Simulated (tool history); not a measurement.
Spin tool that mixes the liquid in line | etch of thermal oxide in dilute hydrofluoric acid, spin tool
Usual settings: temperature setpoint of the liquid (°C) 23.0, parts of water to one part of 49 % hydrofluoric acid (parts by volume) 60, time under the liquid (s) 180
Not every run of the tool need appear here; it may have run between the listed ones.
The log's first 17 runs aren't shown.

run	hour	temperature setpoint of the liquid (°C)	parts of water to one part of 49 % hydrofluoric acid (parts by volume)	time under the liquid (s)	read-back film thickness of the thermal oxide reference wafer, read on the same gauge (nm)	thickness taken off the thermal oxide on a monitor wafer (Å)
18	226.5	27.0	60	280	100.01	257.9
19	238.5	23.0	60	180	99.99	140.2
20	245.7	26.0	75	180	100.00	124.9
21	256.6	24.5	75	90	100.01	59.0
22	268.7	18.5	60	290	99.98	187.5
23	278.4	28.0	45	145	100.00	190.6
24	285.5	21.5	45	180	100.00	179.8
25	296.1	27.0	85	105	99.97	66.1
26	312.2	23.0	60	180	100.01	141.3
27	321.7	23.0	60	85	100.01	67.0
28	332.8	23.0	85	270	99.99	145.4
29	347.7	23.0	75	180	100.01	110.5

For run 30, what comes out?
30	353.7	23.0	70	100	?	?

Run 30 came out at read-back film thickness of the thermal oxide reference wafer, read on the same gauge (nm) 100.00, thickness taken off the thermal oxide on a monitor wafer (Å) 67.1.
Take away the tool's hidden state, keep the run-to-run variation as it was, and the same run would have given thickness taken off the thermal oxide on a monitor wafer (Å) 66.3.
